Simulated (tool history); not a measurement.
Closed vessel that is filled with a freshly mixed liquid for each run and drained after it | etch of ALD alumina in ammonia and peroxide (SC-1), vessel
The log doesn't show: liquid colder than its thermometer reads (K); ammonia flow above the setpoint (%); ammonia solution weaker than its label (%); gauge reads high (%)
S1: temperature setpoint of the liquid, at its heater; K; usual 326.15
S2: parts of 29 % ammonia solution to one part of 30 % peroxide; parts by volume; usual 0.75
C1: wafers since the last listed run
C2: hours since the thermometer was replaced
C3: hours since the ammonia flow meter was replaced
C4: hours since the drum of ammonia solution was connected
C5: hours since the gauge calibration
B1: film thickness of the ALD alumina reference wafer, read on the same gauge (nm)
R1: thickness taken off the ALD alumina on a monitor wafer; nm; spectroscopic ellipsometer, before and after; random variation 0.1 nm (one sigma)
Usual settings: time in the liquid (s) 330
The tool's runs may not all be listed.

run 1 day=0 | S1=326.15 S2=0.45 time_in_the_liquid_(s)=460 | C1=0 C2=2848.7 C3=1542.9 C4=166.7 C5=147.8 | B1=119.97 | R1=31.01
run 2 day=0.662 | S1=326.15 S2=0.45 time_in_the_liquid_(s)=460 | C1=888 C2=2864.6 C3=1558.8 C4=182.6 C5=163.7 | B1=119.97 | R1=31
run 3 day=1.104 | S1=326.15 S2=0.65 time_in_the_liquid_(s)=330 | C1=592 C2=2875.2 C3=1569.4 C4=193.2 C5=174.3 | B1=120.01 | R1=22.96
run 4 day=1.546 | S1=326.15 S2=0.65 time_in_the_liquid_(s)=330 | C1=592 C2=2885.8 C3=1580 C4=203.8 C5=184.9 | B1=119.98 | R1=22.97
run 5 day=2.696 | S1=326.15 S2=0.75 time_in_the_liquid_(s)=330 | C1=1542 C2=2913.4 C3=1607.6 C4=231.4 C5=212.5 | B1=120.02 | R1=23.34
run 6 day=3.3 | S1=326.15 S2=0.75 time_in_the_liquid_(s)=330 | C1=810 C2=2927.9 C3=1622.1 C4=245.9 C5=227 | B1=120.02 | R1=23.2
run 7 day=3.888 | S1=326.15 S2=0.6 time_in_the_liquid_(s)=330 | C1=787 C2=2942 C3=1636.2 C4=260 C5=241.1 | B1=120.01 | R1=22.68
run 8 day=4.304 | S1=326.15 S2=0.6 time_in_the_liquid_(s)=330 | C1=558 C2=2952 C3=1646.2 C4=270 C5=251.1 | B1=120.03 | R1=22.75
run 9 day=4.612 | S1=326.15 S2=0.6 time_in_the_liquid_(s)=330 | C1=413 C2=2959.4 C3=1653.6 C4=277.4 C5=258.5 | B1=120.02 | R1=22.77
-- day=4.971 new drum of ammonia solution connected
run 10 day=5.225 | S1=326.15 S2=0.75 time_in_the_liquid_(s)=330 | C1=765 C2=2974.1 C3=1668.3 C4=6.1 C5=273.2 | B1=120.01 | R1=23.21
-- day=5.533 ammonia flow meter replaced
run 11 day=5.829 | S1=326.15 S2=0.75 time_in_the_liquid_(s)=330 | C1=754 C2=2988.6 C3=7.1 C4=20.6 C5=287.7 | B1=120 | R1=23.2
run 12 day=6.479 | S1=326.15 S2=0.75 time_in_the_liquid_(s)=330 | C1=871 C2=3004.2 C3=22.7 C4=36.2 C5=303.3 | B1=120 | R1=23.34
run 13 day=7.096 | S1=326.15 S2=1.15 time_in_the_liquid_(s)=520 | C1=826 C2=3019 C3=37.5 C4=51 C5=318.1 | B1=120.01 | R1=38.21
run 14 day=7.696 | S1=326.15 S2=0.75 time_in_the_liquid_(s)=405 | C1=804 C2=3033.4 C3=51.9 C4=65.4 C5=332.5 | B1=120.01 | R1=28.46
run 15 day=8 | S1=317.65 S2=0.75 time_in_the_liquid_(s)=390 | C1=407 C2=3040.7 C3=59.2 C4=72.7 C5=339.8 | B1=119.97 | R1=16.99
run 16 day=8.292 | S1=333.65 S2=0.75 time_in_the_liquid_(s)=330 | C1=391 C2=3047.7 C3=66.2 C4=79.7 C5=346.8 | B1=120 | R1=34.64
-- day=8.583 thermometer replaced
run 17 day=8.712 | S1=335.15 S2=1.05 time_in_the_liquid_(s)=330 | C1=508 C2=3.1 C3=76.3 C4=89.8 C5=356.9 | B1=120.01 | R1=35.95
-- day=9.025 gauge calibrated
run 18 day=9.417 | S1=330.15 S2=0.9 time_in_the_liquid_(s)=330 | C1=944 C2=20 C3=93.2 C4=106.7 C5=9.4 | B1=120 | R1=27.38
run 19 day=9.95 | S1=321.65 S2=0.4 time_in_the_liquid_(s)=515 | C1=715 C2=32.8 C3=106 C4=119.5 C5=22.2 | B1=120 | R1=24.43
run 20 day=10.921 | S1=326.15 S2=0.75 time_in_the_liquid_(s)=330 | C1=1301 C2=56.1 C3=129.3 C4=142.8 C5=45.5 | B1=119.99 | R1=21.65
run 21 day=11.217 | S1=329.65 S2=0.75 time_in_the_liquid_(s)=420 | C1=396 C2=63.2 C3=136.4 C4=149.9 C5=52.6 | B1=120.01 | R1=33.25
run 22 day=11.592 | S1=323.65 S2=0.35 time_in_the_liquid_(s)=250 | C1=502 C2=72.2 C3=145.4 C4=158.9 C5=61.6 | B1=120.02 | R1=13.15
run 23 day=11.938 | S1=326.15 S2=0.75 time_in_the_liquid_(s)=330 | C1=463 C2=80.5 C3=153.7 C4=167.2 C5=69.9 | B1=119.99 | R1=21.49
-- day=12.35 thermometer replaced, repeated, since the last time left the tool worse
run 24 day=12.371 | S1=329.65 S2=0.5 time_in_the_liquid_(s)=400 | C1=525 C2=0.5 C3=164.1 C4=177.6 C5=80.3 | B1=120.01 | R1=35.42
run 25 day=13.021 | S1=326.15 S2=0.75 time_in_the_liquid_(s)=330 | C1=871 C2=16.1 C3=179.7 C4=193.2 C5=95.9 | B1=120.02 | R1=25
run 26 day=13.642 | S1=329.15 S2=0.75 time_in_the_liquid_(s)=330 | C1=832 C2=31 C3=194.6 C4=208.1 C5=110.8 | B1=120.03 | R1=29.75
run 27 day=14.35 | S1=326.15 S2=0.75 time_in_the_liquid_(s)=330 | C1=949 C2=48 C3=211.6 C4=225.1 C5=127.8 | B1=119.99 | R1=25.18
run 28 day=14.712 | S1=326.15 S2=0.5 time_in_the_liquid_(s)=330 | C1=486 C2=56.7 C3=220.3 C4=233.8 C5=136.5 | B1=120.02 | R1=24.15

The tool's hidden state at each run:
ammonia flow above the setpoint (%): 0 in every run
ammonia solution weaker than its label (%): 0 in every run
gauge reads high (%): 0 in every run
H1: liquid colder than its thermometer reads (K)
run=1 H1=1.72
run=2 H1=1.73
run=3 H1=1.74
run=4 H1=1.74
run=5 H1=1.75
run=6 H1=1.76
run=7 H1=1.77
run=8 H1=1.77
run=9 H1=1.78
run=10 H1=1.78
run=11 H1=1.79
run=12 H1=1.8
run=13 H1=1.81
run=14 H1=1.81
run=15 H1=1.82
run=16 H1=1.82
run=17 H1=3.21
run=18 H1=3.22
run=19 H1=3.22
run=20 H1=3.23
run=21 H1=3.24
run=22 H1=3.24
run=23 H1=3.25
run=24 H1=0.304
run=25 H1=0.312
run=26 H1=0.319
run=27 H1=0.328
run=28 H1=0.332
